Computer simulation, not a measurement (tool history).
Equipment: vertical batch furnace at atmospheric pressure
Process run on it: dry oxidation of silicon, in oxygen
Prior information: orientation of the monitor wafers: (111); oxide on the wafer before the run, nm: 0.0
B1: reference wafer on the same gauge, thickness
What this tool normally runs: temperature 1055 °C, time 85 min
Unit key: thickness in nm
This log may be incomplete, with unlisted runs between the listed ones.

run 1 day=0 | temperature=1055 time=85 | B1=130.99 | thickness=130.25
run 2 day=1.146 | temperature=1055 time=85 | B1=130.99 | thickness=130.43
run 3 day=5.288 | temperature=1055 time=85 | B1=131 | thickness=130.57
run 4 day=6.529 | temperature=1055 time=85 | B1=131.04 | thickness=130.23
run 5 day=7.067 | temperature=1055 time=85 | B1=131.02 | thickness=129.96
run 6 day=7.654 | temperature=1055 time=85 | B1=130.99 | thickness=130.51
run 7 day=8.95 | temperature=1055 time=85 | B1=131.01 | thickness=130.42
run 8 day=10.183 | temperature=1055 time=85 | B1=131.04 | thickness=129.85
run 9 day=11.492 | temperature=1055 time=85 | B1=131.04 | thickness=130.52
-- day=12.846 thermocouples replaced and temperature profile calibrated
run 10 day=12.867 | temperature=1055 time=85 | B1=131.04 | thickness=126.28
run 11 day=13.796 | temperature=1055 time=85 | B1=131.04 | thickness=126.17
run 12 day=14.658 | temperature=1055 time=85 | B1=130.96 | thickness=126.65
run 13 day=15.175 | temperature=1043 time=85 | B1=130.96 | thickness=117.96
run 14 day=15.95 | temperature=1043 time=85 | B1=130.99 | thickness=117.81
-- day=16.308 gauge calibrated
-- day=17.212 boat lift adjusted
run 15 day=17.283 | temperature=1055 time=85 | B1=130.96 | thickness=126.29
run 16 day=17.942 | temperature=1055 time=85 | B1=130.99 | thickness=126.57
run 17 day=19.029 | temperature=1055 time=85 | B1=131 | thickness=126.54
run 18 day=19.671 | temperature=1035 time=85 | B1=130.99 | thickness=112.88
run 19 day=20.346 | temperature=1055 time=85 | B1=131 | thickness=126.81
run 20 day=23.246 | temperature=1063 time=59 | B1=130.99 | thickness=106.31
run 21 day=24.267 | temperature=1055 time=85 | B1=131.07 | thickness=127.1
run 22 day=25.183 | temperature=1055 time=122.5 | B1=130.95 | thickness=158.97
run 23 day=26.517 | temperature=1055 time=53.5 | B1=130.98 | thickness=94.93
run 24 day=27.596 | temperature=1043 time=73 | B1=131 | thickness=107.78
run 25 day=28.138 | temperature=1069 time=55 | B1=131.02 | thickness=105.49
run 26 day=29.329 | temperature=1055 time=85 | B1=131 | thickness=127.38
run 27 day=30.171 | temperature=1076 time=100 | B1=130.97 | thickness=159.45
run 28 day=31.5 | temperature=1055 time=115 | B1=130.96 | thickness=153.76
run 29 day=32.483 | temperature=1055 time=122 | B1=131 | thickness=158.99
run 30 day=33.133 | temperature=1071 time=85 | B1=131.01 | thickness=140.37
run 31 day=33.988 | temperature=1055 time=85 | B1=131.02 | thickness=127.73
run 32 day=34.925 | temperature=1055 time=108 | B1=130.97 | thickness=148.14
run 33 day=36.421 | temperature=1079 time=53 | B1=131.03 | thickness=110.49
run 34 day=37.912 | temperature=1067 time=85 | B1=131 | thickness=137.45
run 35 day=38.817 | temperature=1055 time=85 | B1=131.02 | thickness=128.1

Measured less the same run without the tool's hidden state. The same run-to-run variation is in both; the gauge's scatter may not be:
What the log doesn't record here: true tube temperature minus thermocouple reading, K; monitor wafer colder than the profiled boat position, K; gauge reads high (%).
run=1 thickness=+4.11
run=2 thickness=+4.11
run=3 thickness=+4.13
run=4 thickness=+4.13
run=5 thickness=+4.12
run=6 thickness=+4.14
run=7 thickness=+4.14
run=8 thickness=+4.13
run=9 thickness=+4.15
run=10 thickness=+0.07
run=11 thickness=+0.14
run=12 thickness=+0.21
run=13 thickness=+0.23
run=14 thickness=+0.29
run=15 thickness=+0.41
run=16 thickness=+0.47
run=17 thickness=+0.54
run=18 thickness=+0.53
run=19 thickness=+0.64
run=20 thickness=+0.74
run=21 thickness=+0.91
run=22 thickness=+1.18
run=23 thickness=+0.81
run=24 thickness=+0.95
run=25 thickness=+1.05
run=26 thickness=+1.23
run=27 thickness=+1.68
run=28 thickness=+1.59
run=29 thickness=+1.71
run=30 thickness=+1.67
run=31 thickness=+1.49
run=32 thickness=+1.76
run=33 thickness=+1.62
run=34 thickness=+1.9
run=35 thickness=+1.74

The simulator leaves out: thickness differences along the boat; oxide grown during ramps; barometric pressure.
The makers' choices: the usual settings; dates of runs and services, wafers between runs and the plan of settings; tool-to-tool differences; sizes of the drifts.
